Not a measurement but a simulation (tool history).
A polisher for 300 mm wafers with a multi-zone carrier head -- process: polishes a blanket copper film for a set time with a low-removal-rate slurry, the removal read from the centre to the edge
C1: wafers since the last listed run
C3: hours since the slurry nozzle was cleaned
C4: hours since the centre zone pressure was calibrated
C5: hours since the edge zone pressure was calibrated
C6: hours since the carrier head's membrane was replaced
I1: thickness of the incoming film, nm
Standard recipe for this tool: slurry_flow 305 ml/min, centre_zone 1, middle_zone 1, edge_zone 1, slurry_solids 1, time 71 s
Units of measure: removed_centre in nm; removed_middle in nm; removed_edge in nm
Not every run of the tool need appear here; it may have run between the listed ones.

Run 1, hour 0: usual settings; C1 0; wafers polished on this pad 1708; C3 481.9; C4 921.9; C5 1246.1; C6 704.1; I1 608.7. Result: removed_centre 103.6 nm, removed_middle 116.1 nm, removed_edge 116.1 nm.
At hour 15.3: worn pad replaced by a new one.
Run 2, hour 20.5: usual settings; C1 156; wafers polished on this pad 49; C3 502.4; C4 942.4; C5 1266.6; C6 724.6; I1 612. Result: removed_centre 103.4 nm, removed_middle 116.1 nm, removed_edge 114.9 nm.
Run 3, hour 47.6: usual settings but edge_zone 1.09, slurry_solids 1.3; C1 257; wafers polished on this pad 306; C3 529.5; C4 969.5; C5 1293.7; C6 751.7; I1 605.4. Result: removed_centre 109.2 nm, removed_middle 126 nm, removed_edge 125.3 nm.
Run 4, hour 70.4: usual settings but slurry_flow 250 ml/min, centre_zone 0.97, slurry_solids 0.8, time 92 s; C1 216; wafers polished on this pad 522; C3 552.3; C4 992.3; C5 1316.5; C6 774.5; I1 617.6. Result: removed_centre 116.8 nm, removed_middle 139.1 nm, removed_edge 140 nm.
Run 5, hour 86.1: usual settings but middle_zone 0.91; C1 149; wafers polished on this pad 671; C3 568; C4 1008; C5 1332.2; C6 790.2; I1 598. Result: removed_centre 102.4 nm, removed_middle 110.7 nm, removed_edge 115.1 nm.
At hour 89.4: centre zone pressure recalibrated.
Run 6, hour 106.6: usual settings but slurry_flow 385 ml/min, centre_zone 0.95, slurry_solids 1.2; C1 175; wafers polished on this pad 847; C3 588.5; C4 17.2; C5 1352.7; C6 810.7; I1 601.4. Result: removed_centre 115.4 nm, removed_middle 124.9 nm, removed_edge 118.8 nm.
Run 7, hour 140.9: usual settings; C1 325; wafers polished on this pad 1172; C3 622.8; C4 51.5; C5 1387; C6 845; I1 614.4. Result: removed_centre 111.3 nm, removed_middle 116 nm, removed_edge 114.5 nm.
Run 8, hour 168.1: usual settings but time 94 s; C1 258; wafers polished on this pad 1431; C3 650; C4 78.7; C5 1414.2; C6 872.2; I1 600.2. Result: removed_centre 147.8 nm, removed_middle 154.9 nm, removed_edge 154.1 nm.
At hour 183.3: edge zone pressure recalibrated.
Run 9, hour 190.3: usual settings; C1 191; wafers polished on this pad 1622; C3 672.2; C4 100.9; C5 7; C6 894.4; I1 614.2. Result: removed_centre 109.7 nm, removed_middle 116.7 nm, removed_edge 113.6 nm.
At hour 202.3: worn pad replaced by a new one.
Run 10, hour 214.7: usual settings but middle_zone 0.92, time 80 s; C1 193; wafers polished on this pad 117; C3 696.6; C4 125.3; C5 31.4; C6 918.8; I1 602.7. Result: removed_centre 124.1 nm, removed_middle 125.3 nm, removed_edge 129.5 nm.
At hour 245.1: carrier head's membrane replaced by a new one.
Run 11, hour 248: usual settings but slurry_flow 235 ml/min, centre_zone 0.89; C1 268; wafers polished on this pad 386; C3 729.9; C4 158.6; C5 64.7; C6 2.9; I1 607.3. Result: removed_centre 93 nm, removed_middle 114.5 nm, removed_edge 111.7 nm.
At hour 253.8: slurry nozzle cleaned.
Run 12, hour 276.2: usual settings but centre_zone 1.12; C1 258; wafers polished on this pad 644; C3 22.4; C4 186.8; C5 92.9; C6 31.1; I1 607.5. Result: removed_centre 121.9 nm, removed_middle 116.1 nm, removed_edge 118 nm.
Run 13, hour 289: usual settings but centre_zone 0.9, edge_zone 0.97; C1 121; wafers polished on this pad 766; C3 35.2; C4 199.6; C5 105.7; C6 43.9; I1 617.5. Result: removed_centre 95.9 nm, removed_middle 116.2 nm, removed_edge 112.7 nm.
Run 14, hour 306.7: usual settings but slurry_flow 355 ml/min, middle_zone 0.89; C1 167; wafers polished on this pad 934; C3 52.9; C4 217.3; C5 123.4; C6 61.6; I1 619.5. Result: removed_centre 109.8 nm, removed_middle 109.3 nm, removed_edge 117.1 nm.
Run 15, hour 331.1: usual settings; C1 231; wafers polished on this pad 1165; C3 77.3; C4 241.7; C5 147.8; C6 86; I1 611.7. Result: removed_centre 107.2 nm, removed_middle 116.9 nm, removed_edge 114.4 nm.
Run 16, hour 363.5: usual settings but slurry_flow 270 ml/min, centre_zone 0.93, edge_zone 1.04, time 92 s; C1 307; wafers polished on this pad 1473; C3 109.7; C4 274.1; C5 180.2; C6 118.4; I1 606.5. Result: removed_centre 126.8 nm, removed_middle 148.9 nm, removed_edge 149.5 nm.
At hour 371.8: worn pad replaced by a new one.
Run 17, hour 382.4: usual settings but centre_zone 1.08, middle_zone 1.11; C1 141; wafers polished on this pad 100; C3 128.6; C4 293; C5 199.1; C6 137.3; I1 611.2. Result: removed_centre 114.9 nm, removed_middle 124.3 nm, removed_edge 117.1 nm.
Run 18, hour 410.1: usual settings but slurry_flow 355 ml/min; C1 262; wafers polished on this pad 363; C3 156.3; C4 320.7; C5 226.8; C6 165; I1 606. Result: removed_centre 108.4 nm, removed_middle 119.1 nm, removed_edge 113.9 nm.
Run 19, hour 428.1: usual settings but slurry_solids 0.85; C1 170; wafers polished on this pad 534; C3 174.3; C4 338.7; C5 244.8; C6 183; I1 611.7. Result: removed_centre 100.7 nm, removed_middle 111.3 nm, removed_edge 112.9 nm.
Run 20, hour 448.3: usual settings but centre_zone 1.06, time 93 s; C1 191; wafers polished on this pad 725; C3 194.5; C4 358.9; C5 265; C6 203.2; I1 614.2. Result: removed_centre 148.1 nm, removed_middle 151.9 nm, removed_edge 148.5 nm.

5 options for the next run, each taken on its own from the tool as it stands now. Forecast them:
Run A, hour 448.8: usual settings; C1 4; wafers polished on this pad 730; C3 195; C4 359.4; C5 265.5; C6 203.7; I1 599. Result: removed_centre ?, removed_middle ?, removed_edge ?.
Run B, hour 448.8: usual settings but slurry_flow 205 ml/min; C1 4; wafers polished on this pad 730; C3 195; C4 359.4; C5 265.5; C6 203.7; I1 599. Result: removed_centre ?, removed_middle ?, removed_edge ?.
Run C, hour 448.8: usual settings but slurry_flow 240 ml/min, centre_zone 0.9, edge_zone 1.09, time 81 s; C1 4; wafers polished on this pad 730; C3 195; C4 359.4; C5 265.5; C6 203.7; I1 599. Result: removed_centre ?, removed_middle ?, removed_edge ?.
Run D, hour 448.8: usual settings but slurry_flow 220 ml/min, edge_zone 1.07, time 46 s; C1 4; wafers polished on this pad 730; C3 195; C4 359.4; C5 265.5; C6 203.7; I1 599. Result: removed_centre ?, removed_middle ?, removed_edge ?.
Run E, hour 448.8: usual settings but middle_zone 0.9, slurry_solids 0.7, time 78 s; C1 4; wafers polished on this pad 730; C3 195; C4 359.4; C5 265.5; C6 203.7; I1 599. Result: removed_centre ?, removed_middle ?, removed_edge ?.

run  removed_centre  removed_middle  removed_edge
  A           103.5           115.8         113.8
  B            97.5           109.8         109.3
  C           102.7           128.4         132.5
  D              64              72          73.8
  E           103.5           108.8           114
Take away the tool's hidden state, keep each run's random variation, and the runs would have read:
run  removed_centre  removed_middle  removed_edge
  A           111.6           115.8         113.8
  B           105.2           109.8         109.3
  C           110.9           128.4         132.5
  D              69            71.9          73.8
  E           111.7           108.8           114
